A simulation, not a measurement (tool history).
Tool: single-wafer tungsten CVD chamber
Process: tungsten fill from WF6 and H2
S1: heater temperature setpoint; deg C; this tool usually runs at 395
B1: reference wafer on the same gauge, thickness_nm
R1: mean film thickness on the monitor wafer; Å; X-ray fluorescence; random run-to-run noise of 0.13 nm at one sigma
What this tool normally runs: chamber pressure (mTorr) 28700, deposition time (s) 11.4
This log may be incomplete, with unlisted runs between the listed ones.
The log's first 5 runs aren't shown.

Run 6, hour 131.6: usual settings but chamber pressure (mTorr) 24300; B1 24.404. Result: R1 264.81 Å.
Run 7, hour 161.9: usual settings but chamber pressure (mTorr) 24300; B1 24.450. Result: R1 265.79 Å.
Run 8, hour 186.3: usual settings but chamber pressure (mTorr) 24300; B1 24.453. Result: R1 268.87 Å.
Run 9, hour 217.3: usual settings but chamber pressure (mTorr) 26800; B1 24.452. Result: R1 282.09 Å.
Run 10, hour 242.9: usual settings but chamber pressure (mTorr) 31600; B1 24.516. Result: R1 300.91 Å.
Run 11, hour 257.8: usual settings but chamber pressure (mTorr) 31600; B1 24.511. Result: R1 303.70 Å.
Run 12, hour 293.7: usual settings but chamber pressure (mTorr) 31600; B1 24.544. Result: R1 305.93 Å.
Run 13, hour 306.1: usual settings; B1 24.553. Result: R1 290.91 Å.
Run 14, hour 328.0: usual settings but deposition time (s) 12.9; B1 24.576. Result: R1 329.37 Å.
Run 15, hour 350.2: usual settings; B1 24.586. Result: R1 294.69 Å.
At hour 415.4: gauge calibrated.
Run 16, hour 435.1: usual settings but S1 408 deg C; B1 23.664. Result: R1 367.13 Å.
At hour 453.7: capacitance manometer re-zeroed and calibrated.
Run 17, hour 459.5: usual settings but chamber pressure (mTorr) 23200, deposition time (s) 9.1; B1 23.705. Result: R1 203.02 Å.

Run 18, settings as shown, results not yet in. Your forecast:
At hour 495.3: thermocouple changed; heater temperature recalibrated.
Run 18, hour 495.8: usual settings but S1 388 deg C, chamber pressure (mTorr) 26200, deposition time (s) 12.2; B1 ?. Result: R1 ?.

B1: 23.743
R1: 248.39 Å
Take away the tool's hidden state, keep the run-to-run variation as it was, and the same run would have given R1 247.06 Å.
